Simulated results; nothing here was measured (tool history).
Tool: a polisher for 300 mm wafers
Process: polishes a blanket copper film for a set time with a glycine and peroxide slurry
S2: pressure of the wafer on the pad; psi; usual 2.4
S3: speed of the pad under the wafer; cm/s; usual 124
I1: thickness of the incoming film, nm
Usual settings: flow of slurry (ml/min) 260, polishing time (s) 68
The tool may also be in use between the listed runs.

Run 1, hour 0.0: usual settings but S3 96 cm/s; I1 2075.4. Result: film removed (Å) 3094.
Run 2, hour 47.9: usual settings but S3 96 cm/s; I1 2127.8. Result: film removed (Å) 3094.
Run 3, hour 108.1: usual settings but S3 96 cm/s; I1 2101.1. Result: film removed (Å) 3066.
Run 4, hour 149.3: usual settings but S3 100 cm/s; I1 2111.4. Result: film removed (Å) 3079.
At hour 197.4: slurry nozzle cleaned.
Run 5, hour 197.8: usual settings but flow of slurry (ml/min) 290, polishing time (s) 53; I1 2105.5. Result: film removed (Å) 2741.
Run 6, hour 265.3: usual settings but flow of slurry (ml/min) 290, polishing time (s) 53; I1 2121.9. Result: film removed (Å) 2648.
At hour 283.9: worn pad replaced by a new one.
Run 7, hour 332.6: usual settings but flow of slurry (ml/min) 290, polishing time (s) 53; I1 2102.6. Result: film removed (Å) 2885.
Run 8, hour 369.1: usual settings; I1 2082.2. Result: film removed (Å) 3669.
Run 9, hour 404.9: usual settings but S2 3.0 psi; I1 2112.1. Result: film removed (Å) 4065.
Run 10, hour 451.5: usual settings but polishing time (s) 55; I1 2078.8. Result: film removed (Å) 2934.
At hour 496.6: slurry nozzle cleaned.
Run 11, hour 518.4: usual settings but flow of slurry (ml/min) 320; I1 2091.9. Result: film removed (Å) 3611.
At hour 599.4: head pressure recalibrated.
At hour 615.7: worn pad replaced by a new one.
Run 12, hour 708.9: usual settings but flow of slurry (ml/min) 320, S2 2.1 psi; I1 2108.4. Result: film removed (Å) 3465.
Run 13, hour 740.0: usual settings but flow of slurry (ml/min) 320, S2 2.1 psi; I1 2123.4. Result: film removed (Å) 3445.
Run 14, hour 793.7: usual settings; I1 2086.8. Result: film removed (Å) 3595.
Run 15, hour 819.6: usual settings but flow of slurry (ml/min) 285; I1 2104.9. Result: film removed (Å) 3621.
At hour 822.6: slurry nozzle cleaned.
Run 16, hour 868.5: usual settings but polishing time (s) 81; I1 2098.4. Result: film removed (Å) 4208.
At hour 886.5: worn pad replaced by a new one.
Run 17, hour 925.1: usual settings but flow of slurry (ml/min) 300, S2 3.0 psi, S3 82 cm/s, polishing time (s) 79; I1 2132.2. Result: film removed (Å) 3831.
Run 18, hour 1057.3: usual settings; I1 2113.4. Result: film removed (Å) 3587.
Run 19, hour 1088.0: usual settings; I1 2077.7. Result: film removed (Å) 3532.
At hour 1118.0: slurry nozzle cleaned.
Run 20, hour 1140.8: usual settings but S2 2.0 psi, S3 96 cm/s, polishing time (s) 49; I1 2106.8. Result: film removed (Å) 1994.
Run 21, hour 1204.1: usual settings; I1 2132.7. Result: film removed (Å) 3449.
At hour 1218.8: worn pad replaced by a new one.
Run 22, hour 1237.0: usual settings but S2 2.1 psi, S3 106 cm/s, polishing time (s) 60; I1 2106.3. Result: film removed (Å) 2730.
Run 23, hour 1262.6: usual settings but S2 2.1 psi, S3 158 cm/s; I1 2101.7. Result: film removed (Å) 4008.
At hour 1342.5: head pressure recalibrated.
Run 24, hour 1360.7: usual settings but S2 3.0 psi, S3 102 cm/s, polishing time (s) 85; I1 2090.2. Result: film removed (Å) 4552.
Run 25, hour 1411.6: usual settings but flow of slurry (ml/min) 300, S2 2.8 psi, S3 154 cm/s; I1 2106.1. Result: film removed (Å) 4577.
Run 26, hour 1448.3: usual settings; I1 2084.9. Result: film removed (Å) 3559.
At hour 1463.7: slurry nozzle cleaned.
Run 27, hour 1488.0: usual settings but flow of slurry (ml/min) 200; I1 2086.6. Result: film removed (Å) 3403.
At hour 1517.7: worn pad replaced by a new one.
Run 28, hour 1530.0: usual settings; I1 2064.4. Result: film removed (Å) 3705.

The same runs without the tool's hidden state, with the same run-to-run variation:
The hidden state here: removal rate lost through wear of the pad, %; slurry flow missing at the pad, %; deviation of the head's pressure from its setpoint, %.
run  film removed (Å)
  1              3141
  2              3155
  3              3155
  4              3197
  5              2884
  6              2850
  7              2909
  8              3709
  9              4126
 10              3001
 11              3751
 12              3504
 13              3497
 14              3683
 15              3730
 16              4392
 17              3868
 18              3679
 19              3647
 20              2088
 21              3690
 22              2742
 23              4029
 24              4623
 25              4694
 26              3683
 27              3562
 28              3711

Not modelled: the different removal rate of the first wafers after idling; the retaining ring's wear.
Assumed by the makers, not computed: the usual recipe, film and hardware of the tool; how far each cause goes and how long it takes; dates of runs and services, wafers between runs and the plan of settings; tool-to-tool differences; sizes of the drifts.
